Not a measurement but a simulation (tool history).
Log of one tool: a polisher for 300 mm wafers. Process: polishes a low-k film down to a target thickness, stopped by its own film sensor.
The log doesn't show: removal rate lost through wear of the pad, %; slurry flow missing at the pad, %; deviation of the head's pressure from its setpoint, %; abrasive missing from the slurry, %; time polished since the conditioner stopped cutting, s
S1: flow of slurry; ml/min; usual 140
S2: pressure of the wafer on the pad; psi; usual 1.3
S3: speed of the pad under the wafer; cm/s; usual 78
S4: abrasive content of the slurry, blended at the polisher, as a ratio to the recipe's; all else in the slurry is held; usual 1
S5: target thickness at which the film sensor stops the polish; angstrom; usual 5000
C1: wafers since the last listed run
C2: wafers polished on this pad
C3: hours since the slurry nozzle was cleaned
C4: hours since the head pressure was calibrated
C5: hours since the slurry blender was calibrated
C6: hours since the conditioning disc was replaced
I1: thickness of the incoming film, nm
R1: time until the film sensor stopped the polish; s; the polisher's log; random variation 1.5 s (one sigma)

run 1 hour=0 | S1=140 S2=1.3 S3=78 S4=1 S5=5000 | C1=0 C2=944 C3=382.5 C4=1149.6 C5=136.8 C6=133 | I1=521.6 | R1=92
-- hour=11.9 head pressure recalibrated
-- hour=37.1 slurry nozzle cleaned
run 2 hour=96.7 | S1=140 S2=1.3 S3=78 S4=1 S5=5000 | C1=644 C2=1588 C3=59.6 C4=84.8 C5=233.5 C6=229.7 | I1=519.9 | R1=89.8
run 3 hour=162 | S1=140 S2=1.3 S3=72 S4=1 S5=5000 | C1=448 C2=2037 C3=124.9 C4=150.1 C5=298.8 C6=295 | I1=521.7 | R1=106.3
-- hour=179.6 slurry blender recalibrated
-- hour=190.7 worn pad replaced by a new one
run 4 hour=215.7 | S1=140 S2=1.3 S3=72 S4=1 S5=5000 | C1=327 C2=171 C3=178.6 C4=203.8 C5=36.1 C6=348.7 | I1=524.1 | R1=106.4
-- hour=270.1 conditioning disc replaced and pad reconditioned
run 5 hour=304.2 | S1=140 S2=1.3 S3=72 S4=1 S5=5000 | C1=594 C2=766 C3=267.1 C4=292.3 C5=124.6 C6=34.1 | I1=511.5 | R1=50.2
run 6 hour=395.5 | S1=180 S2=1.3 S3=78 S4=1 S5=5000 | C1=627 C2=1394 C3=358.4 C4=383.6 C5=215.9 C6=125.4 | I1=523.3 | R1=102.7
run 7 hour=488 | S1=180 S2=1.3 S3=78 S4=1 S5=5000 | C1=635 C2=2029 C3=450.9 C4=476.1 C5=308.4 C6=217.9 | I1=520.7 | R1=90.2
-- hour=497.5 slurry blender recalibrated
run 8 hour=546.1 | S1=180 S2=1.3 S3=78 S4=1 S5=5000 | C1=385 C2=2415 C3=509 C4=534.2 C5=48.6 C6=276 | I1=524 | R1=92.4
-- hour=556.2 worn pad replaced by a new one
-- hour=588.8 slurry nozzle cleaned
run 9 hour=611.3 | S1=140 S2=1.3 S3=78 S4=1.1 S5=5000 | C1=413 C2=371 C3=22.5 C4=599.4 C5=113.8 C6=341.2 | I1=514.5 | R1=60.7
run 10 hour=699.8 | S1=140 S2=1.3 S3=78 S4=1.25 S5=5000 | C1=608 C2=980 C3=111 C4=687.9 C5=202.3 C6=429.7 | I1=521.1 | R1=84.2
run 11 hour=768.3 | S1=140 S2=1.3 S3=78 S4=1.25 S5=5000 | C1=470 C2=1451 C3=179.5 C4=756.4 C5=270.8 C6=498.2 | I1=518.9 | R1=80.9
-- hour=770.9 conditioning disc replaced and pad reconditioned
-- hour=853.8 slurry blender recalibrated
run 12 hour=854.6 | S1=140 S2=1.3 S3=78 S4=1.25 S5=5000 | C1=565 C2=2016 C3=265.8 C4=842.7 C5=0.8 C6=83.7 | I1=522.8 | R1=86.2
-- hour=902.6 worn pad replaced by a new one
run 13 hour=947.6 | S1=140 S2=1.3 S3=78 S4=1 S5=5000 | C1=611 C2=309 C3=358.8 C4=935.7 C5=93.8 C6=176.7 | I1=519 | R1=79.2
run 14 hour=996.7 | S1=120 S2=1.3 S3=78 S4=1 S5=5000 | C1=337 C2=646 C3=407.9 C4=984.8 C5=142.9 C6=225.8 | I1=513 | R1=55.4
-- hour=1053.6 slurry nozzle cleaned
run 15 hour=1099.7 | S1=140 S2=1.3 S3=78 S4=1 S5=5000 | C1=701 C2=1347 C3=46.1 C4=1087.8 C5=245.9 C6=328.8 | I1=520 | R1=88.5
-- hour=1150 slurry blender recalibrated
-- hour=1158.9 head pressure recalibrated
run 16 hour=1159.4 | S1=190 S2=1.3 S3=78 S4=1 S5=4980 | C1=382 C2=1730 C3=105.8 C4=0.5 C5=9.4 C6=388.5 | I1=525 | R1=101.4
run 17 hour=1199.7 | S1=140 S2=1.5 S3=78 S4=1 S5=4970 | C1=277 C2=2007 C3=146.1 C4=40.8 C5=49.7 C6=428.8 | I1=529.1 | R1=117.4
-- hour=1210.6 worn pad replaced by a new one
run 18 hour=1243.3 | S1=140 S2=0.8 S3=78 S4=1 S5=5000 | C1=272 C2=225 C3=189.7 C4=84.4 C5=93.3 C6=472.4 | I1=518.1 | R1=93.9
-- hour=1289.6 conditioning disc replaced and pad reconditioned
run 19 hour=1330.3 | S1=140 S2=1.3 S3=64 S4=1.25 S5=5000 | C1=584 C2=809 C3=276.7 C4=171.4 C5=180.3 C6=40.7 | I1=517 | R1=76
run 20 hour=1393.7 | S1=140 S2=1.3 S3=78 S4=1 S5=5000 | C1=435 C2=1245 C3=340.1 C4=234.8 C5=243.7 C6=104.1 | I1=517.2 | R1=74.7
run 21 hour=1437.8 | S1=120 S2=1.3 S3=90 S4=1.2 S5=5000 | C1=303 C2=1548 C3=384.2 C4=278.9 C5=287.8 C6=148.2 | I1=518.7 | R1=72.5
-- hour=1477.9 slurry nozzle cleaned
-- hour=1514.6 slurry blender recalibrated
run 22 hour=1538.6 | S1=140 S2=1 S3=90 S4=1 S5=5000 | C1=672 C2=2220 C3=60.7 C4=379.7 C5=24 C6=249 | I1=510.6 | R1=44.9
-- hour=1561.7 worn pad replaced by a new one
run 23 hour=1576.7 | S1=140 S2=1.3 S3=78 S4=1 S5=5000 | C1=234 C2=102 C3=98.8 C4=417.8 C5=62.1 C6=287.1 | I1=518.3 | R1=76.4
run 24 hour=1617.7 | S1=100 S2=1.3 S3=78 S4=0.75 S5=5000 | C1=281 C2=384 C3=139.8 C4=458.8 C5=103.1 C6=328.1 | I1=518.2 | R1=88.4

Forecast each of these 5 alternatives for the next run:
run A hour=1618.2 | S1=140 S2=1.3 S3=78 S4=0.75 S5=5000 | C1=3 C2=388 C3=140.3 C4=459.3 C5=103.6 C6=328.6 | I1=513.8 | R1=?
run B hour=1618.2 | S1=140 S2=1.3 S3=78 S4=1 S5=5050 | C1=3 C2=388 C3=140.3 C4=459.3 C5=103.6 C6=328.6 | I1=513.8 | R1=?
run C hour=1618.2 | S1=140 S2=1.6 S3=64 S4=1 S5=5000 | C1=3 C2=388 C3=140.3 C4=459.3 C5=103.6 C6=328.6 | I1=513.8 | R1=?
run D hour=1618.2 | S1=175 S2=1.3 S3=68 S4=1 S5=5000 | C1=3 C2=388 C3=140.3 C4=459.3 C5=103.6 C6=328.6 | I1=513.8 | R1=?
run E hour=1618.2 | S1=140 S2=0.9 S3=78 S4=1 S5=5000 | C1=3 C2=388 C3=140.3 C4=459.3 C5=103.6 C6=328.6 | I1=513.8 | R1=?

run=A R1=64
run=B R1=37.6
run=C R1=60.7
run=D R1=63.2
run=E R1=72.3
Without the tool's hidden state the same runs would have given:
run=A R1=61.5
run=B R1=36.3
run=C R1=58.5
run=D R1=61
run=E R1=69.7

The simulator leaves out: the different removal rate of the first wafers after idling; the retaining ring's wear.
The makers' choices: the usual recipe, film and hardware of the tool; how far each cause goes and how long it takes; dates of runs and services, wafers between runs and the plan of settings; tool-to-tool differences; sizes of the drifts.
